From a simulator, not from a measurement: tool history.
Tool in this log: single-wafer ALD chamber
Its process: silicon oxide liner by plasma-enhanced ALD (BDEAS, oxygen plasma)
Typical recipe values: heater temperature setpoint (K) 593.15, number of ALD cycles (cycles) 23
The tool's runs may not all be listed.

run   hour  heater temperature setpoint (K)  number of ALD cycles (cycles)  read-back reference wafer on the same gauge, thickness_nm  mean film thickness on the monitor wafer (angstrom)
  1      0                           600.15                             23                                                      2.443                                                21.65
  2   15.9                           600.15                             23                                                      2.442                                                21.63
  3   22.6                           593.15                             26                                                       2.44                                                24.73
  4   37.2                           593.15                             26                                                      2.444                                                24.73
  5   53.1                           593.15                             26                                                      2.439                                                24.82
  6   69.2                           593.15                             23                                                      2.437                                                21.81
  7   86.6                           593.15                             23                                                      2.436                                                21.83
  8   99.3                           593.15                             23                                                      2.435                                                21.84
  9  112.1                           593.15                             23                                                      2.435                                                21.86
 10    124                           593.15                             23                                                      2.432                                                21.85
 11  148.9                           593.15                             23                                                      2.429                                                21.74
 12  163.4                           593.15                             23                                                      2.427                                                21.72
 13  178.4                           593.15                             23                                                      2.424                                                 21.7
 14  187.4                           593.15                             20                                                      2.425                                                 18.9
 15  197.8                           593.15                             25                                                      2.423                                                 23.7
 16  215.2                           593.15                             25                                                      2.423                                                23.67
 17  227.1                           593.15                             25                                                      2.417                                                23.54
 18  238.2                           593.15                             23                                                      2.416                                                21.67
 19  253.5                           593.15                             23                                                      2.416                                                21.62
 20    266                           603.15                             23                                                      2.412                                                 21.3
 21  278.7                           593.15                             23                                                       2.41                                                21.64
 22  328.8                           593.15                             23                                                      2.401                                                21.56
 23  339.8                           593.15                             23                                                      2.402                                                21.49
 24  357.2                           597.15                             25                                                      2.399                                                 23.2
 25  370.8                           608.15                             24                                                      2.397                                                21.78

Estimate the outcome of run 26 from the log above:
 26  381.3                           578.15                             27                                                          ?                                                    ?

read-back reference wafer on the same gauge, thickness_nm: 2.396
mean film thickness on the monitor wafer (angstrom): 25.87
If the tool had no hidden condition, the same run with the same run-to-run variation would have returned mean film thickness on the monitor wafer (angstrom) 26.48.
